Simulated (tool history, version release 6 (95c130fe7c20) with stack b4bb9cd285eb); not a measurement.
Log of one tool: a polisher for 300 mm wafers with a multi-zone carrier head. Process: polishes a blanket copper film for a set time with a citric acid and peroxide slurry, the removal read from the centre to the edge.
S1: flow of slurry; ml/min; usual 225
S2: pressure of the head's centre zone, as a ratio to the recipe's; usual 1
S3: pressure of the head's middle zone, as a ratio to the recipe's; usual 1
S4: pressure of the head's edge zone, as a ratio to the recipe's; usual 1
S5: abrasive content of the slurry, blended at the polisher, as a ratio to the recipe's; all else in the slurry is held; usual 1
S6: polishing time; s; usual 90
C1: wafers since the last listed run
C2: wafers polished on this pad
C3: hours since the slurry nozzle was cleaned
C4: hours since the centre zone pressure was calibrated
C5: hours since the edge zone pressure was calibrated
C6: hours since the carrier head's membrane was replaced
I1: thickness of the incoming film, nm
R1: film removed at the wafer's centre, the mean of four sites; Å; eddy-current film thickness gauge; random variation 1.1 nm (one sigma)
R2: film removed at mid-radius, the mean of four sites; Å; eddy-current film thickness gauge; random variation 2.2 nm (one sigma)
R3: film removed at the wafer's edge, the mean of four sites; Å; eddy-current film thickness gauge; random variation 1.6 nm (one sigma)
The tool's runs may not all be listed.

| run | hour | S1 | S2 | S3 | S4 | S5 | S6 | C1 | C2 | C3 | C4 | C5 | C6 | I1 | R1 | R2 | R3 |
|---|---|---|---|---|---|---|---|---|---|---|---|---|---|---|---|---|---|
| 1 | 0 | 225 | 1 | 1 | 1 | 1 | 90 | 0 | 150 | 481.7 | 290.7 | 6.3 | 4.4 | 626 | 1425 | 1452 | 1478 |
| 2 | 13.1 | 225 | 1 | 1 | 1 | 1 | 90 | 78 | 228 | 494.8 | 303.8 | 19.4 | 17.5 | 631.9 | 1431 | 1420 | 1488 |
| 3 | 19.4 | 225 | 1 | 1 | 1 | 1 | 90 | 37 | 266 | 501.1 | 310.1 | 25.7 | 23.8 | 628.6 | 1440 | 1448 | 1475 |
|  | 21.5 | slurry nozzle cleaned |
| 4 | 32.8 | 225 | 1 | 1 | 1 | 1 | 90 | 74 | 340 | 11.3 | 323.5 | 39.1 | 37.2 | 636.1 | 1538 | 1550 | 1548 |
| 5 | 43.4 | 160 | 1 | 1 | 1 | 1.2 | 90 | 63 | 403 | 21.9 | 334.1 | 49.7 | 47.8 | 629 | 1510 | 1521 | 1570 |
| 6 | 49.4 | 225 | 1.08 | 1 | 0.94 | 1.15 | 118 | 35 | 439 | 27.9 | 340.1 | 55.7 | 53.8 | 637.2 | 2278 | 2141 | 2062 |
| 7 | 57.2 | 260 | 1 | 1 | 1 | 0.7 | 90 | 46 | 485 | 35.7 | 347.9 | 63.5 | 61.6 | 627.9 | 1414 | 1390 | 1421 |
| 8 | 65.6 | 300 | 1 | 1 | 1 | 1 | 90 | 50 | 536 | 44.1 | 356.3 | 71.9 | 70 | 636 | 1596 | 1609 | 1601 |
| 9 | 77.8 | 225 | 1 | 0.9 | 1 | 0.9 | 98 | 72 | 608 | 56.3 | 368.5 | 84.1 | 82.2 | 633.8 | 1602 | 1548 | 1651 |
| 10 | 89 | 190 | 1 | 1 | 0.92 | 0.7 | 90 | 66 | 675 | 67.5 | 379.7 | 95.3 | 93.4 | 628.2 | 1325 | 1363 | 1330 |
|  | 98.3 | centre zone pressure recalibrated |
|  | 102.4 | worn pad replaced by a new one |
| 11 | 102.9 | 225 | 1 | 1 | 1 | 0.9 | 119 | 47 | 3 | 81.4 | 4.6 | 109.2 | 107.3 | 630.3 | 1974 | 1948 | 1968 |
| 12 | 117.3 | 225 | 1.11 | 1.03 | 1 | 0.75 | 69 | 85 | 89 | 95.8 | 19 | 123.6 | 121.7 | 619.7 | 1194 | 1099 | 1079 |
| 13 | 128.9 | 225 | 0.92 | 1 | 1 | 1 | 65 | 69 | 158 | 107.4 | 30.6 | 135.2 | 133.3 | 622.4 | 1006 | 1100 | 1138 |
| 14 | 141.7 | 190 | 1 | 1 | 0.92 | 0.7 | 90 | 76 | 234 | 120.2 | 43.4 | 148 | 146.1 | 625.3 | 1330 | 1321 | 1311 |
| 15 | 149.5 | 225 | 1.09 | 1 | 0.92 | 1 | 90 | 46 | 281 | 128 | 51.2 | 155.8 | 153.9 | 622.7 | 1661 | 1531 | 1498 |
| 16 | 158.9 | 225 | 1 | 1 | 0.95 | 1 | 90 | 56 | 337 | 137.4 | 60.6 | 165.2 | 163.3 | 625.9 | 1518 | 1528 | 1515 |
| 17 | 175.6 | 225 | 1 | 1 | 0.96 | 1 | 100 | 99 | 437 | 154.1 | 77.3 | 181.9 | 180 | 621.3 | 1653 | 1695 | 1680 |
| 18 | 192.9 | 225 | 1 | 1 | 1.07 | 1 | 90 | 103 | 540 | 171.4 | 94.6 | 199.2 | 197.3 | 638.9 | 1507 | 1504 | 1604 |
| 19 | 199.4 | 225 | 1 | 1 | 1 | 1 | 90 | 38 | 579 | 177.9 | 101.1 | 205.7 | 203.8 | 639.3 | 1518 | 1522 | 1536 |
| 20 | 206.3 | 225 | 1 | 1 | 0.97 | 1 | 90 | 41 | 620 | 184.8 | 108 | 212.6 | 210.7 | 643 | 1488 | 1536 | 1515 |
| 21 | 213.9 | 225 | 1 | 1 | 1 | 1 | 90 | 45 | 665 | 192.4 | 115.6 | 220.2 | 218.3 | 632 | 1505 | 1550 | 1544 |
| 22 | 228.8 | 225 | 1 | 1 | 1.11 | 1 | 106 | 88 | 754 | 207.3 | 130.5 | 235.1 | 233.2 | 626.6 | 1766 | 1769 | 1941 |
| 23 | 236.5 | 205 | 1 | 1 | 1 | 1 | 60 | 45 | 800 | 215 | 138.2 | 242.8 | 240.9 | 634.5 | 986 | 990 | 1000 |

Pick out some run-to-run changes in R1. Of each, how much would a tool without hidden state show as well, from the settings, what came in and chance, and how much is left for the hidden state and any gauge scatter not in both results compared?
Hidden state at play: removal rate lost through wear of the pad, %; slurry flow missing at the pad, %; deviation of the centre zone's pressure from its setpoint, %; deviation of the edge zone's pressure from its setpoint, %.
Run 3 -> 4: slurry nozzle cleaned. R1 +98 Å: hidden state +114, all else -16.
Run 6 -> 7: S1 225 -> 260, S2 1.08 -> 1, S4 0.94 -> 1, S5 1.15 -> 0.7, S6 118 -> 90. R1 -864 Å: hidden state +4, all else -868.
Run 11 -> 12: S2 1 -> 1.11, S3 1 -> 1.03, S5 0.9 -> 0.75, S6 119 -> 69. R1 -780 Å: hidden state +6, all else -786.
Run 22 -> 23: S1 225 -> 205, S4 1.11 -> 1, S6 106 -> 60. R1 -780 Å: hidden state +18, all else -798.

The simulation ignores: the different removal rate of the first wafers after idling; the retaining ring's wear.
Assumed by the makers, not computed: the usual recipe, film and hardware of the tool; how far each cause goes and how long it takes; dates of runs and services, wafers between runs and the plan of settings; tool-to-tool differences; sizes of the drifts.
